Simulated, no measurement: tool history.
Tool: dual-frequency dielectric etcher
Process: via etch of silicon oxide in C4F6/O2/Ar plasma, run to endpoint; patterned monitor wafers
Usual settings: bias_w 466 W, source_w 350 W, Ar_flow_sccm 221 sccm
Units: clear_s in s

run	day	bias_w	source_w	Ar_flow_sccm	incoming incoming film thickness, nm	clear_s
1	0.000	466	350	221	149.6	35.5
2	1.254	466	350	258	148.6	36.5
# day 2.771: wet clean of the chamber
3	2.792	466	350	258	151.3	36.8
4	3.708	466	350	221	147.5	34.8
# day 4.217: bias power generator calibrated
5	4.675	466	350	221	147.9	36.3
6	6.021	466	350	221	149.6	36.5
7	6.592	466	350	221	146.3	35.5
8	7.350	466	350	221	147.9	36.0
9	8.558	466	270	204	149.1	40.2
# day 11.200: upper electrode replaced
10	11.912	466	310	240	148.6	38.3
11	13.158	466	350	221	149.2	36.4
12	13.867	547	380	255	148.7	32.7
13	14.592	466	350	221	149.4	36.1
# day 15.104: source power generator calibrated
14	15.775	554	350	221	148.7	32.9
# day 16.588: Ar flow controller replaced
# day 17.183: wet clean of the chamber
15	17.879	466	350	205	149.4	35.9
16	19.162	557	350	184	149.5	31.8
17	19.812	545	320	254	147.2	34.6
18	20.492	568	400	239	149.2	31.4
19	21.575	466	350	221	147.2	36.0
20	22.121	528	350	221	151.0	34.2
21	23.167	517	310	206	149.3	35.6
22	23.838	466	380	180	149.8	34.0
23	24.704	466	350	221	151.0	36.6
24	25.975	466	330	221	149.7	37.5
25	29.617	466	350	251	148.7	36.9
26	30.817	545	320	254	148.4	35.3
27	31.954	466	350	221	149.3	36.3
# day 33.146: wet clean of the chamber
28	33.167	392	270	189	149.2	43.8
29	33.400	533	350	184	149.0	32.5
30	35.921	466	270	221	150.1	40.8

Some steps in clear_s between neighbouring runs. How much of each would the tool show without its hidden state too (settings, what came in, random variation), and how much is left for the hidden state, with any gauge scatter that isn't in both results?
The hidden state here: etch rate over this chamber's usual, %; bias power that arrives over what is set, %; source power that arrives over what is set, %; Ar flow that arrives over what is set, %.
Run 2 -> 3: wet clean of the chamber. clear_s +0.3 s: hidden state -0.1, all else +0.4.
Run 4 -> 5: bias power generator calibrated. clear_s +1.5 s: hidden state +1.0, all else +0.5.
Run 5 -> 6: no setting changed, nothing entered. clear_s +0.2 s: hidden state +0.1, all else +0.1.
Run 27 -> 28: bias_w 466 -> 392, source_w 350 -> 270, Ar_flow_sccm 221 -> 189, wet clean of the chamber. clear_s +7.5 s: hidden state -0.1, all else +7.6.
Run 28 -> 29: bias_w 392 -> 533, source_w 270 -> 350, Ar_flow_sccm 189 -> 184. clear_s -11.3 s: hidden state +0.1, all else -11.4.
Run 29 -> 30: bias_w 533 -> 466, source_w 350 -> 270, Ar_flow_sccm 184 -> 221. clear_s +8.3 s: hidden state -0.1, all else +8.4.
